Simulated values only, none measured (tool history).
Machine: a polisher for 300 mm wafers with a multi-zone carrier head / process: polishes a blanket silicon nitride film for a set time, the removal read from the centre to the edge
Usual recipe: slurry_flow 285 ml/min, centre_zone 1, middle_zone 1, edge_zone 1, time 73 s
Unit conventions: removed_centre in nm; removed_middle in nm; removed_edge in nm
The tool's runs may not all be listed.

run	hour	slurry_flow	centre_zone	middle_zone	edge_zone	time	incoming thickness of the incoming film, nm	removed_centre	removed_middle	removed_edge
1	0	285	1	1.06	1	73	671.4	133.1	143.4	133.3
2	53.4	285	1	1	1	73	676.7	132.9	137.5	133.1
3	110	285	1	1	1	73	680.7	132.8	135.7	134.2
4	172.3	285	1.05	1.06	1	73	679.5	137.5	143.7	135.3
5	228.9	285	0.95	1	1	73	676.3	130	139.1	133.5
# hour 315.9: worn pad replaced by a new one
6	316.4	325	1.04	1	1	73	675.3	136.6	138.8	135.1
# hour 399.8: slurry nozzle cleaned
7	411.7	190	1.07	1.1	1.08	73	691.5	129	141	131.4
8	454.1	200	1	1	1.08	73	673	125.6	131.5	132.7
9	494.6	285	1	1	1	73	694.2	129.8	137.5	134.7
# hour 616.1: edge zone pressure recalibrated
10	809.9	285	1	1.05	1	73	676.3	128.1	141.8	133.9
# hour 975.7: worn pad replaced by a new one
# hour 982.2: centre zone pressure recalibrated
11	1094.3	250	1	1	1	73	674.9	128.6	132.6	132.1
12	1145.4	255	1	1	1	73	676.7	130.7	135.1	132.9
# hour 1195.6: slurry nozzle cleaned
# hour 1213.5: carrier head's membrane replaced by a new one
13	1230.1	285	1	1	1	73	685.7	132.1	136.5	133
14	1289.6	205	0.91	0.9	1	89	689.8	141.7	147.2	155.6
15	1393.4	285	1	0.96	1	52	690.5	93.3	94.4	95.8
16	1435.4	285	1.11	1	0.91	73	674.1	141.9	136.7	128.1
17	1483.5	240	1	1.04	1.09	73	673.3	127.1	139.9	137.6
18	1549.1	285	1	1	1.08	73	676.4	131.5	138.5	136.9
# hour 1596.1: worn pad replaced by a new one
19	1640.6	240	0.94	1	0.89	48	672.2	79.9	88.3	82.1
# hour 1681.6: edge zone pressure recalibrated
20	1744.9	285	1	1	1	73	680	129.6	137	135.2
21	1813.2	285	1	1	1	73	678.9	128.4	139.2	132.7
# hour 1879.4: centre zone pressure recalibrated
# hour 1901.5: slurry nozzle cleaned
22	1902	255	1	0.94	1	73	672.3	131.4	127.9	133

Here are 4 independent what-if runs from the current tool condition. What would each one return?
A	1902.4	285	1	1	1	73	668.7	?	?	?
B	1902.4	285	1	0.89	1	73	668.7	?	?	?
C	1902.4	380	1	1	1	97	668.7	?	?	?
D	1902.4	285	1.04	1	1	88	668.7	?	?	?

run	removed_centre	removed_middle	removed_edge
A	132.6	135.5	133.2
B	132.5	122.9	133.4
C	181.6	185.1	180.8
D	164.1	163.3	160.6
Without the tool's hidden state the same runs would have given:
run	removed_centre	removed_middle	removed_edge
A	132.2	135.5	133.2
B	132.1	122.9	133.4
C	181	185.1	180.8
D	163.6	163.3	160.6
